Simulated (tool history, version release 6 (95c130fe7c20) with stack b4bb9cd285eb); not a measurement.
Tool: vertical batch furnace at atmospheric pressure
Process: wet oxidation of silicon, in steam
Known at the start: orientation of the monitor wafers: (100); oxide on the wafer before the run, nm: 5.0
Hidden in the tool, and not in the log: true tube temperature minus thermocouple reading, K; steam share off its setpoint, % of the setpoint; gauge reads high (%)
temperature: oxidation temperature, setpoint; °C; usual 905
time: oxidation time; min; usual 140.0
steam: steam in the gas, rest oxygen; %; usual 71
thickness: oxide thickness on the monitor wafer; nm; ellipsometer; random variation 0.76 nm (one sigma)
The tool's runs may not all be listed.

run	hour	temperature	time	steam	wafers since the last listed run	hours since the last temperature calibration	hours since the steam generator was serviced	hours since the gauge calibration	read-back reference wafer on the same gauge, thickness	thickness
1	0.0	905	140.0	71	0	2034.1	1613.2	245.8	331.09	286.39
2	25.3	905	140.0	71	152	2059.4	1638.5	271.1	330.96	288.09
# hour 34.6: gauge calibrated
3	38.4	918	140.0	71	78	2072.5	1651.6	3.8	331.26	329.47
4	49.4	918	140.0	71	66	2083.5	1662.6	14.8	330.90	330.57
5	69.1	905	140.0	71	118	2103.2	1682.3	34.5	330.90	286.58
6	93.7	886	140.0	78	148	2127.8	1706.9	59.1	330.83	245.10
7	114.3	886	140.0	78	124	2148.4	1727.5	79.7	330.73	244.24
8	133.0	886	140.0	78	112	2167.1	1746.2	98.4	331.30	245.17
9	153.2	905	140.0	71	121	2187.3	1766.4	118.6	330.79	288.93
10	177.3	905	140.0	71	145	2211.4	1790.5	142.7	331.55	288.17
11	201.4	905	140.0	71	145	2235.5	1814.6	166.8	330.76	288.74
12	216.6	905	140.0	71	91	2250.7	1829.8	182.0	331.17	288.86
13	231.7	905	180.5	71	90	2265.8	1844.9	197.1	331.01	353.35
14	253.3	905	78.0	63	130	2287.4	1866.5	218.7	330.79	159.96
# hour 305.3: gauge calibrated
15	329.5	886	140.0	78	458	2363.6	1942.7	24.2	331.14	246.21
# hour 365.1: thermocouples replaced and temperature profile calibrated
# hour 372.7: steam generator serviced
16	373.2	905	195.0	66	72	8.1	0.5	67.9	331.07	368.19
17	379.5	905	81.0	78	37	14.4	6.8	74.2	331.12	206.19
18	385.8	899	111.5	81	37	20.7	13.1	80.5	331.08	259.35
19	398.8	924	185.5	78	78	33.7	26.1	93.5	330.77	479.44
20	415.4	913	162.0	60	99	50.3	42.7	110.1	330.86	319.95
# hour 446.1: thermocouples replaced and temperature profile calibrated, repeated, since the last time left the tool worse
21	446.6	881	108.0	66	43	0.5	73.9	141.3	331.11	151.73
22	475.2	925	121.5	81	172	29.1	102.5	169.9	330.66	341.44
23	538.3	928	140.0	71	379	92.2	165.6	233.0	330.87	354.02

Forecast each of these 4 alternatives for the next run:
A	544.7	905	186.5	71	38	98.6	172.0	239.4	?	?
B	544.7	905	75.5	60	38	98.6	172.0	239.4	?	?
C	544.7	893	206.5	75	38	98.6	172.0	239.4	?	?
D	544.7	885	163.0	62	38	98.6	172.0	239.4	?	?

run	read-back reference wafer on the same gauge, thickness	thickness
A	331.02	353.10
B	331.02	143.66
C	331.02	347.48
D	331.02	218.41
Without the tool's hidden state the same runs would have given:
run	thickness
A	351.97
B	143.11
C	346.24
D	217.53

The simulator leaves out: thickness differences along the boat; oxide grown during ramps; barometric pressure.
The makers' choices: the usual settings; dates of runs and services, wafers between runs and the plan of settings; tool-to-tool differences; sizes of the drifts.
